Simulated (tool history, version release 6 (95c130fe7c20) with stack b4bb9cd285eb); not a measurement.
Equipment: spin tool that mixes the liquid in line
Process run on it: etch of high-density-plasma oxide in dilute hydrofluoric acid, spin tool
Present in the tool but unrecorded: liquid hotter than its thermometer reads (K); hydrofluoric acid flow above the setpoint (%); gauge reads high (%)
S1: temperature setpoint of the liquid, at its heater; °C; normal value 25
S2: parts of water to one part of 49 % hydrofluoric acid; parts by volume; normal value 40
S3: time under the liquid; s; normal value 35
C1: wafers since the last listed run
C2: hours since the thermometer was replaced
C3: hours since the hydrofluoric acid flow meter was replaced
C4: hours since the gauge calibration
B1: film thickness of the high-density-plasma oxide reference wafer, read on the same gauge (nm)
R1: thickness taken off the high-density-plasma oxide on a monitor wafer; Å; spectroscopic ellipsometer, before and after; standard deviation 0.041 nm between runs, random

Run 1, hour 0: usual settings but S1 27.5 °C; C1 0; C2 289.7; C3 736.2; C4 562.6; B1 90. Result: R1 67.9 Å.
At hour 26.5: hydrofluoric acid flow meter replaced.
Run 2, hour 94.9: usual settings but S2 30 parts by volume; C1 1498; C2 384.6; C3 68.4; C4 657.5; B1 90. Result: R1 78.2 Å.
Run 3, hour 185.1: usual settings but S2 30 parts by volume; C1 1439; C2 474.8; C3 158.6; C4 747.7; B1 90. Result: R1 78.3 Å.
Run 4, hour 248.3: usual settings but S2 30 parts by volume; C1 1008; C2 538; C3 221.8; C4 810.9; B1 90. Result: R1 79.4 Å.
Run 5, hour 342.7: usual settings but S1 28.5 °C, S3 30 s; C1 1506; C2 632.4; C3 316.2; C4 905.3; B1 89.98. Result: R1 58.3 Å.
Run 6, hour 414.9: usual settings but S1 28.5 °C, S3 30 s; C1 1152; C2 704.6; C3 388.4; C4 977.5; B1 90.03. Result: R1 59 Å.
Run 7, hour 520.5: usual settings; C1 1685; C2 810.2; C3 494; C4 1083.1; B1 89.98. Result: R1 60.6 Å.
Run 8, hour 578.6: usual settings; C1 927; C2 868.3; C3 552.1; C4 1141.2; B1 89.99. Result: R1 60 Å.
At hour 587.5: thermometer replaced.
Run 9, hour 648.4: usual settings; C1 1097; C2 60.9; C3 621.9; C4 1211; B1 90.03. Result: R1 60.6 Å.
Run 10, hour 736.2: usual settings; C1 1401; C2 148.7; C3 709.7; C4 1298.8; B1 90.01. Result: R1 61.2 Å.
Run 11, hour 791.2: usual settings but S2 30 parts by volume; C1 877; C2 203.7; C3 764.7; C4 1353.8; B1 90. Result: R1 82.5 Å.
At hour 921.9: hydrofluoric acid flow meter replaced.
Run 12, hour 1005.4: usual settings but S1 23.5 °C, S2 50 parts by volume; C1 3402; C2 417.9; C3 83.5; C4 1568; B1 90.01. Result: R1 43.1 Å.
Run 13, hour 1043.3: usual settings but S1 26.5 °C, S2 30 parts by volume, S3 50 s; C1 604; C2 455.8; C3 121.4; C4 1605.9; B1 90.04. Result: R1 120.5 Å.
Run 14, hour 1164: usual settings but S1 21.5 °C, S3 20 s; C1 1926; C2 576.5; C3 242.1; C4 1726.6; B1 89.98. Result: R1 28.8 Å.
At hour 1215.2: gauge calibrated.
Run 15, hour 1225.8: usual settings but S3 55 s; C1 986; C2 638.3; C3 303.9; C4 10.6; B1 90.01. Result: R1 92.7 Å.
Run 16, hour 1330.9: usual settings but S3 45 s; C1 1677; C2 743.4; C3 409; C4 115.7; B1 90.02. Result: R1 76.4 Å.
Run 17, hour 1437.1: usual settings but S3 20 s; C1 1694; C2 849.6; C3 515.2; C4 221.9; B1 89.99. Result: R1 34.7 Å.
Run 18, hour 1537.2: usual settings but S1 22.5 °C; C1 1597; C2 949.7; C3 615.3; C4 322; B1 89.98. Result: R1 54.5 Å.
Run 19, hour 1573.5: usual settings; C1 579; C2 986; C3 651.6; C4 358.3; B1 90.02. Result: R1 61 Å.
At hour 1609.2: thermometer replaced.
Run 20, hour 1643.5: usual settings but S1 22.5 °C, S3 20 s; C1 1101; C2 34.3; C3 721.6; C4 428.3; B1 90.01. Result: R1 31.1 Å.
Run 21, hour 1689.2: usual settings but S1 30 °C; C1 729; C2 80; C3 767.3; C4 474; B1 90.01. Result: R1 75.6 Å.

For some of the steps in R1 from one run to the next: how much would appear even if the tool had no hidden state, given the settings, what came in and random variation, and how much remains for the hidden state plus any gauge scatter that the measured result and the result without hidden state don't share?
Run 1 -> 2: S1 27.5 -> 25, S2 40 -> 30, hydrofluoric acid flow meter replaced. R1 +10.3 Å: hidden state -3.7, all else +14.
Run 11 -> 12: S1 25 -> 23.5, S2 30 -> 50, hydrofluoric acid flow meter replaced. R1 -39.4 Å: hidden state -4.8, all else -34.6.
Run 12 -> 13: S1 23.5 -> 26.5, S2 50 -> 30, S3 35 -> 50. R1 +77.4 Å: hidden state +1.6, all else +75.8.
Run 13 -> 14: S1 26.5 -> 21.5, S2 30 -> 40, S3 50 -> 20. R1 -91.7 Å: hidden state -1.4, all else -90.3.
